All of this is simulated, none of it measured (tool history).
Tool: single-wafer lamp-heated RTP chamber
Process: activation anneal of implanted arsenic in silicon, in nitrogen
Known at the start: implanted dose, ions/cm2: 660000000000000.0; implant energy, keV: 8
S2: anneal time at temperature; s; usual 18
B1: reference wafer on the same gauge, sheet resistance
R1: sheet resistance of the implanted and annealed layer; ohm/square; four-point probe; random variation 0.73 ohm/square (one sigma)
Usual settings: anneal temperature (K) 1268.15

Run 1, hour 0: usual settings; B1 173.74. Result: R1 200.16 ohm/square.
At hour 46.5: pyrometer window cleaned and pyrometer calibrated.
Run 2, hour 70.9: usual settings; B1 174.18. Result: R1 204.85 ohm/square.
Run 3, hour 139.8: usual settings; B1 173.95. Result: R1 201.85 ohm/square.
Run 4, hour 188.9: usual settings but S2 24 s; B1 174.06. Result: R1 196.1 ohm/square.
Run 5, hour 259.9: usual settings but anneal temperature (K) 1277.15, S2 27 s; B1 173.85. Result: R1 187.72 ohm/square.
Run 6, hour 292.9: usual settings but S2 14 s; B1 174.07. Result: R1 205.76 ohm/square.
Run 7, hour 326: usual settings but S2 14 s; B1 174.1. Result: R1 204.59 ohm/square.
At hour 364.1: pyrometer window cleaned and pyrometer calibrated.
Run 8, hour 448.5: usual settings; B1 174.23. Result: R1 201.62 ohm/square.
Run 9, hour 517.5: usual settings but anneal temperature (K) 1251.15, S2 27 s; B1 173.86. Result: R1 200.27 ohm/square.
At hour 541.5: gauge calibrated.
At hour 546.6: reflector plate cleaned.
Run 10, hour 563.3: usual settings but anneal temperature (K) 1250.15, S2 8 s; B1 174.39. Result: R1 228.58 ohm/square.
Run 11, hour 605.4: usual settings but anneal temperature (K) 1255.15; B1 174.16. Result: R1 209.07 ohm/square.
Run 12, hour 656.8: usual settings but anneal temperature (K) 1294.15, S2 14 s; B1 173.99. Result: R1 194.55 ohm/square.
At hour 698: pyrometer window cleaned and pyrometer calibrated.
Run 13, hour 698.5: usual settings but anneal temperature (K) 1251.15, S2 27 s; B1 173.92. Result: R1 207.55 ohm/square.
Run 14, hour 723.2: usual settings but anneal temperature (K) 1283.15, S2 25 s; B1 174.14. Result: R1 191.84 ohm/square.
Run 15, hour 781.6: usual settings but anneal temperature (K) 1248.15, S2 22 s; B1 173.95. Result: R1 208.87 ohm/square.

Forecast each of these 4 alternatives for the next run:
Run A, hour 782: usual settings but S2 9 s; B1 ?. Result: R1 ?.
Run B, hour 782: usual settings but anneal temperature (K) 1242.15, S2 25 s; B1 ?. Result: R1 ?.
Run C, hour 782: usual settings but anneal temperature (K) 1284.15; B1 ?. Result: R1 ?.
Run D, hour 782: usual settings but anneal temperature (K) 1260.15, S2 23 s; B1 ?. Result: R1 ?.

run      B1      R1
  A  174.03  216.27
  B  174.03  209.37
  C  174.03  194.65
  D  174.03  201.96
Without the tool's hidden state the same runs would have given:
run      R1
  A  221.95
  B  215.69
  C  200.87
  D  208.24
